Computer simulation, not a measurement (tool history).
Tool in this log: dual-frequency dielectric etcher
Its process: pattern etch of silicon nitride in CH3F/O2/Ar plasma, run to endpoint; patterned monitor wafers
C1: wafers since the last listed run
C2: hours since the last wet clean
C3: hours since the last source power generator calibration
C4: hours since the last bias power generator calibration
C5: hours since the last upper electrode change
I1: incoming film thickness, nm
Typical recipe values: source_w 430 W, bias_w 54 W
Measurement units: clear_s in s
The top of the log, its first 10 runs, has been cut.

{"run": 11, "day": 20.979, "source_w": 430, "bias_w": 54, "C1": 778, "C2": 227.7, "C3": 3457.7, "C4": 1881.6, "C5": 1952.3, "I1": 27.21, "clear_s": 36.9}
{"run": 12, "day": 22.933, "source_w": 430, "bias_w": 54, "C1": 514, "C2": 274.6, "C3": 3504.6, "C4": 1928.5, "C5": 1999.2, "I1": 27.03, "clear_s": 35.7}
{"day": 24.254, "done": "source power generator calibrated"}
{"run": 13, "day": 24.65, "source_w": 430, "bias_w": 54, "C1": 408, "C2": 315.8, "C3": 9.5, "C4": 1969.7, "C5": 2040.4, "I1": 27.09, "clear_s": 35.2}
{"day": 27.092, "done": "wet clean of the chamber"}
{"day": 27.192, "done": "bias power generator calibrated"}
{"run": 14, "day": 27.212, "source_w": 430, "bias_w": 54, "C1": 385, "C2": 2.9, "C3": 71.0, "C4": 0.5, "C5": 2101.9, "I1": 27.15, "clear_s": 36.9}
{"run": 15, "day": 28.404, "source_w": 430, "bias_w": 54, "C1": 313, "C2": 31.5, "C3": 99.6, "C4": 29.1, "C5": 2130.5, "I1": 26.93, "clear_s": 36.2}
{"run": 16, "day": 29.533, "source_w": 390, "bias_w": 63, "C1": 297, "C2": 58.6, "C3": 126.7, "C4": 56.2, "C5": 2157.6, "I1": 27.19, "clear_s": 36.6}
{"run": 17, "day": 30.654, "source_w": 430, "bias_w": 54, "C1": 295, "C2": 85.5, "C3": 153.6, "C4": 83.1, "C5": 2184.5, "I1": 27.06, "clear_s": 36.1}
{"run": 18, "day": 32.85, "source_w": 330, "bias_w": 45, "C1": 578, "C2": 138.2, "C3": 206.3, "C4": 135.8, "C5": 2237.2, "I1": 27.24, "clear_s": 43.0}
{"run": 19, "day": 34.629, "source_w": 460, "bias_w": 65, "C1": 468, "C2": 180.9, "C3": 249.0, "C4": 178.5, "C5": 2279.9, "I1": 27.24, "clear_s": 33.3}
{"day": 35.646, "done": "upper electrode replaced"}
{"run": 20, "day": 37.2, "source_w": 430, "bias_w": 65, "C1": 413, "C2": 242.6, "C3": 310.7, "C4": 240.2, "C5": 37.3, "I1": 26.72, "clear_s": 33.5}
{"run": 21, "day": 39.508, "source_w": 400, "bias_w": 63, "C1": 608, "C2": 298.0, "C3": 366.1, "C4": 295.6, "C5": 92.7, "I1": 27.17, "clear_s": 35.0}
{"run": 22, "day": 42.154, "source_w": 430, "bias_w": 54, "C1": 697, "C2": 361.5, "C3": 429.6, "C4": 359.1, "C5": 156.2, "I1": 27.22, "clear_s": 35.7}
{"day": 44.888, "done": "wet clean of the chamber"}
{"run": 23, "day": 44.908, "source_w": 430, "bias_w": 47, "C1": 462, "C2": 0.5, "C3": 495.7, "C4": 425.2, "C5": 222.3, "I1": 26.88, "clear_s": 38.3}
{"run": 24, "day": 46.367, "source_w": 460, "bias_w": 45, "C1": 384, "C2": 35.5, "C3": 530.7, "C4": 460.2, "C5": 257.3, "I1": 27.1, "clear_s": 37.7}
{"run": 25, "day": 48.271, "source_w": 540, "bias_w": 50, "C1": 501, "C2": 81.2, "C3": 576.4, "C4": 505.9, "C5": 303.0, "I1": 26.95, "clear_s": 34.2}
{"run": 26, "day": 51.225, "source_w": 430, "bias_w": 54, "C1": 778, "C2": 152.1, "C3": 647.3, "C4": 576.8, "C5": 373.9, "I1": 27.17, "clear_s": 36.4}
{"run": 27, "day": 53.65, "source_w": 430, "bias_w": 54, "C1": 638, "C2": 210.3, "C3": 705.5, "C4": 635.0, "C5": 432.1, "I1": 27.09, "clear_s": 36.5}
{"run": 28, "day": 54.679, "source_w": 390, "bias_w": 67, "C1": 271, "C2": 235.0, "C3": 730.2, "C4": 659.7, "C5": 456.8, "I1": 26.81, "clear_s": 34.5}
{"run": 29, "day": 56.55, "source_w": 340, "bias_w": 64, "C1": 492, "C2": 279.9, "C3": 775.1, "C4": 704.6, "C5": 501.7, "I1": 27.36, "clear_s": 37.2}
{"run": 30, "day": 58.229, "source_w": 530, "bias_w": 63, "C1": 442, "C2": 320.2, "C3": 815.4, "C4": 744.9, "C5": 542.0, "I1": 27.01, "clear_s": 30.7}
{"run": 31, "day": 59.717, "source_w": 430, "bias_w": 54, "C1": 391, "C2": 355.9, "C3": 851.1, "C4": 780.6, "C5": 577.7, "I1": 27.17, "clear_s": 35.4}
{"run": 32, "day": 61.662, "source_w": 480, "bias_w": 63, "C1": 512, "C2": 402.6, "C3": 897.8, "C4": 827.3, "C5": 624.4, "I1": 27.12, "clear_s": 32.2}
{"day": 64.504, "done": "wet clean of the chamber"}
{"run": 33, "day": 64.525, "source_w": 430, "bias_w": 54, "C1": 490, "C2": 0.5, "C3": 966.5, "C4": 896.0, "C5": 693.1, "I1": 27.17, "clear_s": 36.7}
{"run": 34, "day": 65.279, "source_w": 480, "bias_w": 50, "C1": 198, "C2": 18.6, "C3": 984.6, "C4": 914.1, "C5": 711.2, "I1": 26.87, "clear_s": 36.0}
{"run": 35, "day": 67.488, "source_w": 430, "bias_w": 54, "C1": 581, "C2": 71.6, "C3": 1037.6, "C4": 967.1, "C5": 764.2, "I1": 27.23, "clear_s": 36.8}

Each row is a separate what-if for the run after 35, all from the same tool condition, not one after another. Results?
{"run": "A", "day": 67.504, "source_w": 430, "bias_w": 54, "C1": 4, "C2": 72.0, "C3": 1038.0, "C4": 967.5, "C5": 764.6, "I1": 26.93, "clear_s": "?"}
{"run": "B", "day": 67.504, "source_w": 340, "bias_w": 65, "C1": 4, "C2": 72.0, "C3": 1038.0, "C4": 967.5, "C5": 764.6, "I1": 26.93, "clear_s": "?"}
{"run": "C", "day": 67.504, "source_w": 400, "bias_w": 45, "C1": 4, "C2": 72.0, "C3": 1038.0, "C4": 967.5, "C5": 764.6, "I1": 26.93, "clear_s": "?"}
{"run": "D", "day": 67.504, "source_w": 330, "bias_w": 46, "C1": 4, "C2": 72.0, "C3": 1038.0, "C4": 967.5, "C5": 764.6, "I1": 26.93, "clear_s": "?"}

run=A clear_s=36.4
run=B clear_s=37.9
run=C clear_s=39.8
run=D clear_s=43.1
Take away the tool's hidden state, keep each run's random variation, and the runs would have read:
run=A clear_s=36.9
run=B clear_s=38.4
run=C clear_s=40.3
run=D clear_s=43.6

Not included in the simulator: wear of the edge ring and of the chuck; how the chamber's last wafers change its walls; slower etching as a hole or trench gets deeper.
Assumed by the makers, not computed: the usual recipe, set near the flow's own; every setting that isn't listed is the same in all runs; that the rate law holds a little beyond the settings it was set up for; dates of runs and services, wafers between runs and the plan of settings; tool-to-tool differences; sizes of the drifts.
